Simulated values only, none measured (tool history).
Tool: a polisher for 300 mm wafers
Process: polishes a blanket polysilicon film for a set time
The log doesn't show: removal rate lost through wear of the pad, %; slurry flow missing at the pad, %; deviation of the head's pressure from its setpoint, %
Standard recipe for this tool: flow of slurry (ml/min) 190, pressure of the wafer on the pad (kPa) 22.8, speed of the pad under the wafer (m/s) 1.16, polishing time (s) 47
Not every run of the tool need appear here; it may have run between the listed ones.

run	day	flow of slurry (ml/min)	pressure of the wafer on the pad (kPa)	speed of the pad under the wafer (m/s)	polishing time (s)	wafers since the last listed run	wafers polished on this pad	hours since the slurry nozzle was cleaned	hours since the head pressure was calibrated	incoming thickness of the incoming film, nm	film removed (Å)
1	0.000	190	22.8	1.16	47	0	307	74.6	360.6	2070.7	5134
2	1.112	190	22.8	1.16	47	274	582	101.3	387.3	2036.7	5151
3	3.679	190	22.8	1.16	47	634	1216	162.9	448.9	2074.5	5021
# day 6.675: worn pad replaced by a new one
4	6.696	190	22.8	1.16	47	704	5	235.3	521.3	2038.8	4897
# day 7.117: slurry nozzle cleaned
5	7.675	170	22.8	1.16	47	231	237	13.4	544.8	2083.7	5278
6	8.904	170	22.8	1.16	47	303	540	42.9	574.3	2091.6	5204
7	10.300	170	22.8	1.16	47	344	885	76.4	607.8	2067.6	5128
8	13.296	190	22.8	0.86	47	740	1625	148.3	679.7	2050.4	3718
# day 14.512: worn pad replaced by a new one
9	14.821	220	30.3	1.40	47	335	76	184.9	716.3	2066.2	8012
# day 15.996: slurry nozzle cleaned
# day 16.046: head pressure recalibrated
10	17.700	190	17.9	1.16	47	688	764	40.9	39.7	2069.2	4305
11	20.675	160	20.0	1.16	36	735	1499	112.3	111.1	2042.2	3431
# day 22.050: worn pad replaced by a new one
12	22.079	245	25.5	1.40	33	305	7	146.0	144.8	2086.4	4865
# day 24.988: slurry nozzle cleaned
13	27.575	190	22.8	1.16	34	1347	1354	62.1	276.7	2043.7	3699
# day 29.450: worn pad replaced by a new one
14	29.996	170	22.8	1.16	47	556	134	120.2	334.8	2066.8	5073
15	31.275	190	27.6	1.16	54	316	450	150.9	365.5	2094.3	6709
16	32.975	190	22.8	1.16	47	420	870	191.7	406.3	2045.6	4955
17	34.817	190	22.8	1.38	47	455	1325	235.9	450.5	2092.8	5963

Forecast each of these 3 alternatives for the next run:
A	34.833	190	22.8	1.16	47	4	1329	236.3	450.9	2057.3	?
B	34.833	190	17.2	1.32	32	4	1329	236.3	450.9	2057.3	?
C	34.833	190	17.2	1.16	47	4	1329	236.3	450.9	2057.3	?

run	film removed (Å)
A	5020
B	3134
C	4045
With the hidden condition removed and each run's random variation left untouched, the same runs would have given:
run	film removed (Å)
A	5317
B	3320
C	4285
